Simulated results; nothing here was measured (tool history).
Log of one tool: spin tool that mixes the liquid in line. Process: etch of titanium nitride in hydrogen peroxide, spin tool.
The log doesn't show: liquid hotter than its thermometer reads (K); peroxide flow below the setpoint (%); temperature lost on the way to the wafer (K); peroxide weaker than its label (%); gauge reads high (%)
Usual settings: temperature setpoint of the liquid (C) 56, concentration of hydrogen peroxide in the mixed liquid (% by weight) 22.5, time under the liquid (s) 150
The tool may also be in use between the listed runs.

run,hour,temperature setpoint of the liquid (C),concentration of hydrogen peroxide in the mixed liquid (% by weight),time under the liquid (s),wafers since the last listed run,hours since the thermometer was replaced,hours since the peroxide flow meter was replaced,hours since the heated supply line was repaired,hours since the drum of peroxide was connected,hours since the gauge calibration,"read-back film thickness of the titanium nitride reference wafer, read on the same gauge (nm)",thickness taken off the titanium nitride on a monitor wafer (angstrom)
1,0,56,22.5,150,0,1675.9,826.3,2155.2,409.5,2094.3,39.44,109.2
2,96.6,56,22.5,150,985,1772.5,922.9,2251.8,506.1,2190.9,39.45,108.9
# hour 140.1: peroxide flow meter replaced
3,197.4,56,22.5,150,1018,1873.3,57.3,2352.6,606.9,2291.7,39.41,108.7
4,262.8,56,22.5,150,667,1938.7,122.7,2418,672.3,2357.1,39.4,109.1
# hour 295.2: thermometer replaced
5,345.7,56,18.5,210,835,50.5,205.6,2500.9,755.2,2440,39.37,146.7
6,440.5,56,22.5,150,967,145.3,300.4,2595.7,850,2534.8,39.32,108.9
# hour 479.3: gauge calibrated
# hour 486.1: heated supply line repaired
7,518.4,53,26,150,784,223.2,378.3,32.3,927.9,39.1,39.92,92.2
8,582.4,56,22.5,150,652,287.2,442.3,96.3,991.9,103.1,39.89,110.6
9,639.5,60.5,25,225,582,344.3,499.4,153.4,1049,160.2,39.89,231
10,730,59,22.5,220,923,434.8,589.9,243.9,1139.5,250.7,39.87,199.2
11,792.9,65,20,150,641,497.7,652.8,306.8,1202.4,313.6,39.82,197.1
12,862.8,48.5,26.5,195,713,567.6,722.7,376.7,1272.3,383.5,39.8,87.3
13,934.1,51,19,225,727,638.9,794,448,1343.6,454.8,39.76,112
14,987.8,50.5,25,190,547,692.6,847.7,501.7,1397.3,508.5,39.78,96
# hour 1041.8: new drum of peroxide connected
15,1091,56,28,150,1042,795.8,950.9,604.9,49.2,611.7,39.78,115.5
# hour 1101.6: peroxide flow meter replaced
16,1194.1,56,22.5,150,1041,898.9,92.5,708,152.3,714.8,39.75,110.3
17,1271.6,47,26.5,75,790,976.4,170,785.5,229.8,792.3,39.69,30
18,1326,56,22.5,150,554,1030.8,224.4,839.9,284.2,846.7,39.7,109.9
19,1391.2,56,18,150,665,1096,289.6,905.1,349.4,911.9,39.64,104.4
20,1447.6,50,19.5,75,575,1152.4,346,961.5,405.8,968.3,39.65,34.8
21,1523.9,56,22.5,150,778,1228.7,422.3,1037.8,482.1,1044.6,39.63,109.4
22,1598.7,52,22.5,150,763,1303.5,497.1,1112.6,556.9,1119.4,39.6,82.9
23,1680.8,56,22.5,150,837,1385.6,579.2,1194.7,639,1201.5,39.61,109.7
24,1749.1,56,22.5,150,696,1453.9,647.5,1263,707.3,1269.8,39.56,109.9

5 ways to go on from here, each from the tool as it stands after run 24. What would each give?
A,1749.6,56,22.5,150,5,1454.4,648,1263.5,707.8,1270.3,?,?
B,1749.6,48.5,17.5,200,5,1454.4,648,1263.5,707.8,1270.3,?,?
C,1749.6,49,22.5,115,5,1454.4,648,1263.5,707.8,1270.3,?,?
D,1749.6,56,29.5,110,5,1454.4,648,1263.5,707.8,1270.3,?,?
E,1749.6,56,20,230,5,1454.4,648,1263.5,707.8,1270.3,?,?

run,"read-back film thickness of the titanium nitride reference wafer, read on the same gauge (nm)",thickness taken off the titanium nitride on a monitor wafer (angstrom)
A,39.58,109.1
B,39.58,80.8
C,39.58,50.8
D,39.58,84.9
E,39.58,163.1
Without the tool's hidden state the same runs would have given:
run,thickness taken off the titanium nitride on a monitor wafer (angstrom)
A,110.3
B,81.7
C,51.4
D,85.8
E,164.9

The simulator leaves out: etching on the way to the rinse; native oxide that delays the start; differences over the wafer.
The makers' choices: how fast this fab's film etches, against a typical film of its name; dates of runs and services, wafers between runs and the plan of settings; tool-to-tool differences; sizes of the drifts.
